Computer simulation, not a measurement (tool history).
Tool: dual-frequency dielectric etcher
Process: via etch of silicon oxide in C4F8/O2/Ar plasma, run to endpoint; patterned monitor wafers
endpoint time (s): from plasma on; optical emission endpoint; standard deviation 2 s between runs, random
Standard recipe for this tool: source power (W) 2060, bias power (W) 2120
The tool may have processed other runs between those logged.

run	hour	source power (W)	bias power (W)	wafers since the last listed run	hours since the last wet clean	hours since the last source power generator calibration	hours since the last bias power generator calibration	hours since the last upper electrode change	incoming incoming film thickness, nm	endpoint time (s)
1	0.0	2060	1781	0	314.0	4085.3	2013.1	2828.2	1067.4	246.1
2	13.7	2060	1781	53	327.7	4099.0	2026.8	2841.9	1065.6	248.0
3	29.4	2060	1781	60	343.4	4114.7	2042.5	2857.6	1075.5	250.4
4	48.6	2060	1777	74	362.6	4133.9	2061.7	2876.8	1071.9	248.5
# hour 86.1: wet clean of the chamber
5	86.6	2060	1777	54	0.5	4171.9	2099.7	2914.8	1063.5	234.2
6	87.0	2060	2120	1	0.9	4172.3	2100.1	2915.2	1055.5	221.9
7	117.1	2060	2120	116	31.0	4202.4	2130.2	2945.3	1073.4	228.6
8	145.8	1890	1721	111	59.7	4231.1	2158.9	2974.0	1067.6	250.5
9	165.0	2060	2120	74	78.9	4250.3	2178.1	2993.2	1062.1	224.4
# hour 201.3: bias power generator calibrated
10	266.6	2060	2120	378	180.5	4351.9	65.3	3094.8	1071.8	228.9
# hour 288.7: source power generator calibrated
# hour 302.6: upper electrode replaced, of another model than before
11	303.1	2270	2538	72	217.0	14.4	101.8	0.5	1063.6	208.8
12	312.3	2330	2333	35	226.2	23.6	111.0	9.7	1056.5	210.3
13	332.8	2270	2120	79	246.7	44.1	131.5	30.2	1060.4	220.2
14	426.1	2380	1768	361	340.0	137.4	224.8	123.5	1065.8	224.8
# hour 477.6: wet clean of the chamber
15	500.0	2060	2120	193	22.4	211.3	298.7	197.4	1064.3	227.1
16	530.9	1600	1637	119	53.3	242.2	329.6	228.3	1063.4	286.5
17	546.9	2060	1777	62	69.3	258.2	345.6	244.3	1061.9	235.5
18	581.9	2060	2120	135	104.3	293.2	380.6	279.3	1070.0	229.4
19	617.8	2210	1766	139	140.2	329.1	416.5	315.2	1068.0	229.7

5 ways to go on from here, each from the tool as it stands after run 19. What would each give?
A	618.3	2060	2120	1	140.7	329.6	417.0	315.7	1065.6	?
B	618.3	2390	2452	1	140.7	329.6	417.0	315.7	1065.6	?
C	618.3	2060	1794	1	140.7	329.6	417.0	315.7	1065.6	?
D	618.3	1740	2120	1	140.7	329.6	417.0	315.7	1065.6	?
E	618.3	2060	2573	1	140.7	329.6	417.0	315.7	1065.6	?

run	endpoint time (s)
A	233.4
B	207.6
C	239.9
D	261.7
E	225.4
With the hidden condition removed and each run's random variation left untouched, the same runs would have given:
run	endpoint time (s)
A	227.5
B	202.4
C	233.8
D	255.0
E	219.7
